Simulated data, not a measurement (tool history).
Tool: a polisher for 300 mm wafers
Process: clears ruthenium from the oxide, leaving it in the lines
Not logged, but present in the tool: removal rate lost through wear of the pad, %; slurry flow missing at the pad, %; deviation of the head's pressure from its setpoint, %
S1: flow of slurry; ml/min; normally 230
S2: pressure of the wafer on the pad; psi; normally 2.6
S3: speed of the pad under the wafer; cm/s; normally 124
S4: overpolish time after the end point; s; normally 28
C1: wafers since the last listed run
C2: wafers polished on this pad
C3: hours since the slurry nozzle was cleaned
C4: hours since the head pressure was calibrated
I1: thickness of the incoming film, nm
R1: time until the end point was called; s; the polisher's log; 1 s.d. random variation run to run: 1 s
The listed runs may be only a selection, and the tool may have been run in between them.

run	hour	S1	S2	S3	S4	C1	C2	C3	C4	I1	R1
1	0.0	260	2.6	124	40	0	1644	32.9	460.3	189.7	96.1
# hour 1.5: worn pad replaced by a new one
2	65.6	230	2.6	124	28	481	481	98.5	525.9	189.6	94.4
3	133.1	230	2.6	124	28	507	988	166.0	593.4	187.6	96.0
4	198.6	230	2.6	124	28	492	1480	231.5	658.9	192.3	98.4
# hour 228.6: worn pad replaced by a new one
5	229.1	230	2.6	124	18	199	3	262.0	689.4	189.9	97.1
# hour 260.1: slurry nozzle cleaned
6	293.2	230	2.6	124	18	473	477	33.1	753.5	189.1	94.6
7	332.2	230	2.6	132	28	292	770	72.1	792.5	190.0	92.8
8	386.3	230	2.6	124	28	406	1177	126.2	846.6	186.1	92.9
# hour 417.3: worn pad replaced by a new one
# hour 423.5: head pressure recalibrated
9	429.3	230	2.6	124	28	277	74	169.2	5.8	188.4	95.9
10	478.6	230	2.6	124	28	370	445	218.5	55.1	188.1	96.4
11	505.1	230	2.6	124	28	199	644	245.0	81.6	189.2	98.4
# hour 531.5: slurry nozzle cleaned
12	561.9	230	2.6	108	28	419	1063	30.4	138.4	189.5	108.5
13	627.7	230	2.6	124	28	494	1557	96.2	204.2	187.1	95.3
# hour 653.4: worn pad replaced by a new one
14	669.7	230	2.6	162	28	285	122	138.2	246.2	190.7	75.9
15	708.2	190	2.6	124	38	289	411	176.7	284.7	189.3	97.4
16	769.6	230	2.6	124	28	461	872	238.1	346.1	190.6	95.8
# hour 811.1: slurry nozzle cleaned
17	818.6	230	2.6	124	28	360	1233	7.5	395.1	189.4	96.4
# hour 881.5: worn pad replaced by a new one
18	882.0	230	2.6	124	28	446	3	70.9	458.5	189.5	96.0
19	910.0	305	2.6	124	28	210	213	98.9	486.5	189.9	94.1
20	971.2	305	2.6	124	37	459	673	160.1	547.7	191.3	94.9
21	999.2	230	2.6	124	42	210	883	188.1	575.7	188.0	95.1
22	1064.8	270	2.3	90	44	492	1376	253.7	641.3	191.5	146.3

Take each entry between the runs: how does the hidden state at the last listed run before it differ from the hidden state at the first listed run after it?
Run 1 -> run 2: worn pad replaced by a new one (hour 1.5)
  no hidden state differs between the two runs
Run 4 -> run 5: worn pad replaced by a new one (hour 228.6)
  no hidden state differs between the two runs
Run 5 -> run 6: slurry nozzle cleaned (hour 260.1)
  no hidden state differs between the two runs
Run 8 -> run 9: worn pad replaced by a new one (hour 417.3); head pressure recalibrated (hour 423.5)
  no hidden state differs between the two runs
Run 11 -> run 12: slurry nozzle cleaned (hour 531.5)
  no hidden state differs between the two runs
Run 13 -> run 14: worn pad replaced by a new one (hour 653.4)
  no hidden state differs between the two runs
Run 16 -> run 17: slurry nozzle cleaned (hour 811.1)
  no hidden state differs between the two runs
Run 17 -> run 18: worn pad replaced by a new one (hour 881.5)
  no hidden state differs between the two runs
